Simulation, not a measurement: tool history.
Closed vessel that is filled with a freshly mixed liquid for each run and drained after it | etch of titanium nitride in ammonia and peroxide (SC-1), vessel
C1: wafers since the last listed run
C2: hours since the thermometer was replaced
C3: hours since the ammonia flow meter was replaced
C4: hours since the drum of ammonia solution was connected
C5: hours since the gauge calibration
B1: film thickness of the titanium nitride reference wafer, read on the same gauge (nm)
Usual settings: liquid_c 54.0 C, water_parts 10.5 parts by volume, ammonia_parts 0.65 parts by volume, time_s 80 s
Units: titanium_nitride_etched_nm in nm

Run 1, day 0.000: usual settings; C1 0; C2 1805.0; C3 711.4; C4 116.5; C5 2642.1; B1 79.98. Result: titanium_nitride_etched_nm 6.23 nm.
Run 2, day 1.683: usual settings; C1 2881; C2 1845.4; C3 751.8; C4 156.9; C5 2682.5; B1 80.02. Result: titanium_nitride_etched_nm 6.16 nm.
Run 3, day 3.267: usual settings; C1 2710; C2 1883.4; C3 789.8; C4 194.9; C5 2720.5; B1 80.00. Result: titanium_nitride_etched_nm 6.29 nm.
At day 5.604: gauge calibrated.
Run 4, day 6.304: usual settings; C1 5199; C2 1956.3; C3 862.7; C4 267.8; C5 16.8; B1 80.00. Result: titanium_nitride_etched_nm 6.17 nm.
Run 5, day 8.738: usual settings but ammonia_parts 0.50 parts by volume; C1 4165; C2 2014.7; C3 921.1; C4 326.2; C5 75.2; B1 80.01. Result: titanium_nitride_etched_nm 6.05 nm.
Run 6, day 13.129: usual settings but ammonia_parts 0.50 parts by volume; C1 7517; C2 2120.1; C3 1026.5; C4 431.6; C5 180.6; B1 79.97. Result: titanium_nitride_etched_nm 5.98 nm.
Run 7, day 16.388: usual settings but ammonia_parts 0.50 parts by volume; C1 5577; C2 2198.3; C3 1104.7; C4 509.8; C5 258.8; B1 79.98. Result: titanium_nitride_etched_nm 5.87 nm.
At day 20.167: ammonia flow meter replaced.
Run 8, day 20.821: usual settings; C1 7517; C2 2304.7; C3 15.7; C4 616.2; C5 365.2; B1 79.99. Result: titanium_nitride_etched_nm 6.14 nm.
Run 9, day 23.883: usual settings; C1 5242; C2 2378.2; C3 89.2; C4 689.7; C5 438.7; B1 79.99. Result: titanium_nitride_etched_nm 6.07 nm.
Run 10, day 27.225: usual settings but water_parts 8.0 parts by volume; C1 5719; C2 2458.4; C3 169.4; C4 769.9; C5 518.9; B1 80.03. Result: titanium_nitride_etched_nm 7.11 nm.
At day 29.162: thermometer replaced.
Run 11, day 29.388: usual settings but liquid_c 58.0 C, water_parts 15.0 parts by volume, ammonia_parts 0.50 parts by volume, time_s 100 s; C1 3630; C2 5.4; C3 221.3; C4 821.8; C5 570.8; B1 80.01. Result: titanium_nitride_etched_nm 8.02 nm.
At day 31.188: new drum of ammonia solution connected.
Run 12, day 32.100: usual settings but liquid_c 61.5 C; C1 4571; C2 70.5; C3 286.4; C4 21.9; C5 635.9; B1 80.04. Result: titanium_nitride_etched_nm 10.19 nm.
Run 13, day 34.500: usual settings but ammonia_parts 0.95 parts by volume, time_s 65 s; C1 4108; C2 128.1; C3 344.0; C4 79.5; C5 693.5; B1 80.02. Result: titanium_nitride_etched_nm 5.37 nm.
Run 14, day 37.975: usual settings but time_s 95 s; C1 5948; C2 211.5; C3 427.4; C4 162.9; C5 776.9; B1 80.01. Result: titanium_nitride_etched_nm 7.25 nm.
Run 15, day 41.108: usual settings but liquid_c 51.5 C, water_parts 14.0 parts by volume, time_s 35 s; C1 5363; C2 286.7; C3 502.6; C4 238.1; C5 852.1; B1 79.98. Result: titanium_nitride_etched_nm 1.97 nm.
Run 16, day 44.621: usual settings but ammonia_parts 0.90 parts by volume, time_s 115 s; C1 6012; C2 371.0; C3 586.9; C4 322.4; C5 936.4; B1 80.03. Result: titanium_nitride_etched_nm 9.36 nm.
Run 17, day 48.067: usual settings but liquid_c 60.0 C, water_parts 15.5 parts by volume; C1 5898; C2 453.7; C3 669.6; C4 405.1; C5 1019.1; B1 79.98. Result: titanium_nitride_etched_nm 7.52 nm.
Run 18, day 52.342: usual settings but liquid_c 47.5 C; C1 7317; C2 556.3; C3 772.2; C4 507.7; C5 1121.7; B1 80.01. Result: titanium_nitride_etched_nm 3.93 nm.
Run 19, day 59.079: usual settings but liquid_c 47.0 C; C1 11532; C2 718.0; C3 933.9; C4 669.4; C5 1283.4; B1 80.01. Result: titanium_nitride_etched_nm 3.78 nm.
At day 63.075: new drum of ammonia solution connected.
Run 20, day 63.279: usual settings but liquid_c 60.0 C, ammonia_parts 0.75 parts by volume; C1 7117; C2 818.8; C3 1034.7; C4 4.9; C5 1384.2; B1 80.01. Result: titanium_nitride_etched_nm 9.45 nm.
Run 21, day 65.488: usual settings; C1 3779; C2 871.8; C3 1087.7; C4 57.9; C5 1437.2; B1 80.03. Result: titanium_nitride_etched_nm 6.21 nm.
Run 22, day 69.412: usual settings; C1 6718; C2 966.0; C3 1181.9; C4 152.1; C5 1531.4; B1 80.00. Result: titanium_nitride_etched_nm 6.30 nm.
Run 23, day 72.367: usual settings; C1 5056; C2 1036.9; C3 1252.8; C4 223.0; C5 1602.3; B1 79.97. Result: titanium_nitride_etched_nm 6.19 nm.
Run 24, day 76.546: usual settings but water_parts 12.5 parts by volume, ammonia_parts 0.80 parts by volume; C1 7153; C2 1137.2; C3 1353.1; C4 323.3; C5 1702.6; B1 79.96. Result: titanium_nitride_etched_nm 5.76 nm.
Run 25, day 78.992: usual settings but liquid_c 49.5 C, water_parts 13.5 parts by volume, time_s 115 s; C1 4186; C2 1195.9; C3 1411.8; C4 382.0; C5 1761.3; B1 79.97. Result: titanium_nitride_etched_nm 5.71 nm.
Run 26, day 80.654: usual settings; C1 2845; C2 1235.8; C3 1451.7; C4 421.9; C5 1801.2; B1 79.99. Result: titanium_nitride_etched_nm 6.21 nm.
At day 84.229: ammonia flow meter replaced.
Run 27, day 84.621: usual settings but ammonia_parts 0.80 parts by volume; C1 6718; C2 1331.0; C3 9.4; C4 517.1; C5 1896.4; B1 80.03. Result: titanium_nitride_etched_nm 6.38 nm.
Run 28, day 86.621: usual settings but water_parts 14.0 parts by volume, time_s 65 s; C1 3423; C2 1379.0; C3 57.4; C4 565.1; C5 1944.4; B1 80.03. Result: titanium_nitride_etched_nm 4.35 nm.

How the hidden state differs across the entries between the runs, from the last listed run before each to the first after it:
Between runs 3 and 4: gauge calibrated (day 5.604)
  no hidden state differs between the two runs
Between runs 7 and 8: ammonia flow meter replaced (day 20.167)
  no hidden state differs between the two runs
Between runs 10 and 11: thermometer replaced (day 29.162)
  no hidden state differs between the two runs
Between runs 11 and 12: new drum of ammonia solution connected (day 31.188)
  no hidden state differs between the two runs
Between runs 19 and 20: new drum of ammonia solution connected (day 63.075)
  no hidden state differs between the two runs
Between runs 26 and 27: ammonia flow meter replaced (day 84.229)
  no hidden state differs between the two runs
